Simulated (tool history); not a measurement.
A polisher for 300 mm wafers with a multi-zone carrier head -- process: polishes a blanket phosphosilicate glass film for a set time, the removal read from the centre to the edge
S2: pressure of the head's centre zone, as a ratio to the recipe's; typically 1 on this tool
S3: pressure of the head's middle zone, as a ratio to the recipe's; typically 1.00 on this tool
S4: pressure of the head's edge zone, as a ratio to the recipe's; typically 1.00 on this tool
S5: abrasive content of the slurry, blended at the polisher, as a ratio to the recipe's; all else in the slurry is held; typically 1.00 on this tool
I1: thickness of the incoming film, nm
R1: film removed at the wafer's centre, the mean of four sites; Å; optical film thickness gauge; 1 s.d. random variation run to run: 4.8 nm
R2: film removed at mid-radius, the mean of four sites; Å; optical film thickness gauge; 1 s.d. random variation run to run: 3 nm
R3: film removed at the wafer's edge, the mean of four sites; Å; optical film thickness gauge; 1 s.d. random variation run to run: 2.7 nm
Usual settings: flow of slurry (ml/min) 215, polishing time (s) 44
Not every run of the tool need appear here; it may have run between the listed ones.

Run 1, day 0.000: usual settings but S4 0.92; I1 3925.1. Result: R1 3245 Å, R2 3337 Å, R3 3225 Å.
At day 0.742: worn pad replaced by a new one.
Run 2, day 0.762: usual settings; I1 3869.3. Result: R1 3240 Å, R2 3258 Å, R3 3381 Å.
Run 3, day 1.308: usual settings; I1 3907.3. Result: R1 3270 Å, R2 3269 Å, R3 3329 Å.
Run 4, day 1.688: usual settings; I1 3843.5. Result: R1 3234 Å, R2 3263 Å, R3 3377 Å.
Run 5, day 1.975: usual settings; I1 3886.6. Result: R1 3332 Å, R2 3262 Å, R3 3367 Å.
Run 6, day 2.567: usual settings but S3 1.08; I1 3894.4. Result: R1 3222 Å, R2 3473 Å, R3 3363 Å.
Run 7, day 3.071: usual settings but S3 1.08; I1 3904.3. Result: R1 3159 Å, R2 3432 Å, R3 3390 Å.
Run 8, day 3.654: usual settings; I1 3859.2. Result: R1 3171 Å, R2 3222 Å, R3 3381 Å.
At day 4.317: worn pad replaced by a new one.
Run 9, day 4.829: usual settings but flow of slurry (ml/min) 180; I1 3888.1. Result: R1 3027 Å, R2 3145 Å, R3 3244 Å.
Run 10, day 5.538: usual settings but flow of slurry (ml/min) 180; I1 3807.2. Result: R1 3089 Å, R2 3110 Å, R3 3264 Å.
At day 5.883: centre zone pressure recalibrated.
At day 6.058: carrier head's membrane replaced by a new one.
Run 11, day 6.696: usual settings but flow of slurry (ml/min) 180; I1 3844.9. Result: R1 3060 Å, R2 3101 Å, R3 3262 Å.
At day 7.283: worn pad replaced by a new one.
Run 12, day 7.304: usual settings but S3 0.96; I1 3806.7. Result: R1 3114 Å, R2 3117 Å, R3 3318 Å.
Run 13, day 7.496: usual settings but flow of slurry (ml/min) 145, S4 1.05; I1 3884.1. Result: R1 2873 Å, R2 2948 Å, R3 3186 Å.
At day 7.908: slurry nozzle cleaned.
Run 14, day 8.104: usual settings but S5 1.25; I1 3843.8. Result: R1 3764 Å, R2 3833 Å, R3 3822 Å.
At day 8.417: edge zone pressure recalibrated.
Run 15, day 8.658: usual settings but S3 0.94, S5 1.15; I1 3853.4. Result: R1 3605 Å, R2 3461 Å, R3 3687 Å.
Run 16, day 9.025: usual settings; I1 3841.0. Result: R1 3401 Å, R2 3426 Å, R3 3446 Å.
Run 17, day 10.183: usual settings; I1 3877.9. Result: R1 3394 Å, R2 3410 Å, R3 3458 Å.
At day 10.825: worn pad replaced by a new one.
Run 18, day 10.921: usual settings but S4 1.08, S5 1.25, polishing time (s) 50; I1 3844.7. Result: R1 4124 Å, R2 4160 Å, R3 4368 Å.

What does the tool deliver on the next run?
Run 19, day 11.329: usual settings but S4 1.04, polishing time (s) 30; I1 3871.9. Result: R1 ?, R2 ?, R3 ?.

Run 19 yielded R1 2321 Å, R2 2296 Å, R3 2385 Å.
With the hidden condition absent and the run-to-run variation left alone, this run would have shown R1 2401 Å, R2 2366 Å, R3 2439 Å.
